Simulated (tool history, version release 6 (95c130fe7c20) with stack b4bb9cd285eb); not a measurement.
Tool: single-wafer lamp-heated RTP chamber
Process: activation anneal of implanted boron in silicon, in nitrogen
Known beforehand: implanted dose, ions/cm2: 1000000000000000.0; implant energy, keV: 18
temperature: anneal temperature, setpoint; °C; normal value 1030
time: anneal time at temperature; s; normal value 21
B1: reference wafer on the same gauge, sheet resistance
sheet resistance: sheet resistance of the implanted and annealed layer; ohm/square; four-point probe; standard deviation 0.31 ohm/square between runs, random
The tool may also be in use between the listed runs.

Run 1, hour 0.0: usual settings but temperature 1016 °C; B1 132.42. Result: sheet resistance 115.50 ohm/square.
Run 2, hour 87.8: usual settings but temperature 1016 °C; B1 132.30. Result: sheet resistance 115.30 ohm/square.
At hour 184.9: pyrometer window cleaned and pyrometer calibrated.
Run 3, hour 223.0: usual settings but temperature 1016 °C; B1 131.94. Result: sheet resistance 115.24 ohm/square.
At hour 258.9: reflector plate cleaned.
Run 4, hour 295.4: usual settings; B1 131.84. Result: sheet resistance 113.71 ohm/square.
Run 5, hour 358.2: usual settings; B1 131.67. Result: sheet resistance 113.82 ohm/square.
Run 6, hour 426.5: usual settings; B1 131.51. Result: sheet resistance 112.98 ohm/square.
At hour 483.7: pyrometer window cleaned and pyrometer calibrated.
Run 7, hour 500.8: usual settings; B1 131.36. Result: sheet resistance 113.21 ohm/square.
At hour 521.0: reflector plate cleaned.
Run 8, hour 583.8: usual settings; B1 131.11. Result: sheet resistance 113.85 ohm/square.
Run 9, hour 640.0: usual settings; B1 131.05. Result: sheet resistance 112.93 ohm/square.
At hour 658.9: gauge calibrated.
Run 10, hour 705.8: usual settings but temperature 1016 °C; B1 133.85. Result: sheet resistance 116.59 ohm/square.
At hour 749.9: pyrometer window cleaned and pyrometer calibrated.
Run 11, hour 766.2: usual settings but temperature 1049 °C, time 8 s; B1 133.67. Result: sheet resistance 115.23 ohm/square.
Run 12, hour 802.9: usual settings but temperature 1041 °C; B1 133.64. Result: sheet resistance 114.69 ohm/square.
At hour 837.0: reflector plate cleaned.
Run 13, hour 906.9: usual settings but temperature 1041 °C, time 32 s; B1 133.40. Result: sheet resistance 113.85 ohm/square.
Run 14, hour 970.0: usual settings; B1 133.24. Result: sheet resistance 114.98 ohm/square.
Run 15, hour 1035.9: usual settings but time 10 s; B1 133.10. Result: sheet resistance 115.49 ohm/square.
At hour 1074.2: pyrometer window cleaned and pyrometer calibrated.
At hour 1102.0: reflector plate cleaned.
Run 16, hour 1111.8: usual settings but time 26 s; B1 132.99. Result: sheet resistance 113.98 ohm/square.

Run 17 has not been measured yet. What should we expect?
Run 17, hour 1159.5: usual settings but temperature 1057 °C, time 12 s; B1 ?. Result: sheet resistance ?.

{"run 17": {"B1": 132.85, "sheet resistance": 113.98}}
If the tool had no hidden condition, the same run with the same run-to-run variation would have returned sheet resistance 114.98 ohm/square.

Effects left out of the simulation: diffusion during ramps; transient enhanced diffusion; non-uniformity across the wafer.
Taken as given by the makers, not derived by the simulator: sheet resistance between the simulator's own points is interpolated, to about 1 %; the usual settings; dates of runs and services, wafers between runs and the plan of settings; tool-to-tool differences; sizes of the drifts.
